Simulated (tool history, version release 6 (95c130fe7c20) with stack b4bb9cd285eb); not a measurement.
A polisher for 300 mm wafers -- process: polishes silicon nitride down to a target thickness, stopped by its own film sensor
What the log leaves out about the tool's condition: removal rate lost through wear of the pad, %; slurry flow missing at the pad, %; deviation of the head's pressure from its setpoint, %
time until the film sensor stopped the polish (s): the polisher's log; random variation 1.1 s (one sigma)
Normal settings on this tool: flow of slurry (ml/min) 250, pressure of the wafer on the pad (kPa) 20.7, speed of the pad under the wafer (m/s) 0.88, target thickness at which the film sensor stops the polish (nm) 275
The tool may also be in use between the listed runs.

run   hour  flow of slurry (ml/min)  pressure of the wafer on the pad (kPa)  speed of the pad under the wafer (m/s)  target thickness at which the film sensor stops the polish (nm)  wafers since the last listed run  wafers polished on this pad  hours since the slurry nozzle was cleaned  hours since the head pressure was calibrated  incoming thickness of the incoming film, nm  time until the film sensor stopped the polish (s)
  1    0.0                      250                                    20.7                                    0.66                                                              275                                 0                         1583                                       52.8                                         636.4                                        417.2                                              130.9
  2   58.4                      250                                    20.7                                    0.88                                                              275                               264                         1848                                      111.2                                         694.8                                        415.0                                              112.6
  3   86.2                      250                                    20.7                                    0.88                                                              275                               126                         1974                                      139.0                                         722.6                                        415.4                                              110.1
  4  135.8                      250                                    20.7                                    0.88                                                              275                               224                         2199                                      188.6                                         772.2                                        416.3                                              113.5
     169.6  -- worn pad replaced by a new one
  5  175.4                      250                                    20.7                                    0.88                                                              275                               161                           26                                      228.2                                         811.8                                        415.0                                              112.3
  6  243.3                      250                                    20.7                                    0.88                                                              275                               307                          334                                      296.1                                         879.7                                        422.0                                              117.9
  7  267.5                      250                                    20.7                                    0.88                                                              302                               109                          443                                      320.3                                         903.9                                        421.3                                               94.8
  8  303.4                      250                                    20.7                                    0.88                                                              302                               162                          606                                      356.2                                         939.8                                        422.9                                               98.7
  9  356.7                      250                                    20.7                                    0.88                                                              302                               241                          848                                      409.5                                         993.1                                        422.1                                               98.0
 10  383.4                      250                                    19.3                                    0.88                                                              275                               121                          969                                      436.2                                        1019.8                                        422.7                                              123.8
     433.4  -- head pressure recalibrated
 11  453.8                      250                                    19.3                                    0.88                                                              275                               310                         1279                                      506.6                                          20.4                                        422.0                                              129.0
 12  513.5                      250                                    19.3                                    0.88                                                              275                               270                         1550                                      566.3                                          80.1                                        416.8                                              123.7
 13  548.9                      250                                    17.9                                    0.88                                                              275                               160                         1711                                      601.7                                         115.5                                        417.1                                              131.9
     567.7  -- worn pad replaced by a new one
 14  585.8                      315                                    18.6                                    0.88                                                              275                               149                           82                                      638.6                                         152.4                                        418.1                                              125.4
 15  633.4                      220                                    17.9                                    0.88                                                              275                               215                          297                                      686.2                                         200.0                                        420.1                                              136.3
 16  667.6                      220                                    17.9                                    0.88                                                              275                               155                          453                                      720.4                                         234.2                                        418.8                                              138.2
     694.4  -- slurry nozzle cleaned
 17  706.1                      300                                    20.7                                    0.64                                                              244                               170                          623                                       11.7                                         272.7                                        426.7                                              169.0
 18  739.3                      250                                    20.7                                    0.88                                                              275                               150                          773                                       44.9                                         305.9                                        420.4                                              117.0
 19  774.7                      250                                    20.7                                    0.88                                                              275                               160                          934                                       80.3                                         341.3                                        419.1                                              116.9
 20  844.7                      250                                    15.2                                    0.88                                                              275                               317                         1251                                      150.3                                         411.3                                        417.4                                              150.1
 21  898.3                      250                                    20.7                                    0.68                                                              275                               243                         1494                                      203.9                                         464.9                                        424.0                                              134.0
 22  942.1                      275                                    17.9                                    1.04                                                              275                               198                         1693                                      247.7                                         508.7                                        421.1                                              121.2
     963.9  -- worn pad replaced by a new one
 23  971.1                      320                                    23.4                                    0.64                                                              315                               113                           32                                      276.7                                         537.7                                        418.7                                               86.3

Forecast run 24:
 24  1006.0                      250                                    20.7                                    0.68                                                              275                               158                          191                                      311.6                                         572.6                                        411.7                                                  ?

{"run 24": {"time until the film sensor stopped the polish (s)": 126.2}}
The same run, on a tool lacking any hidden state, would have yielded time until the film sensor stopped the polish (s) 124.7.
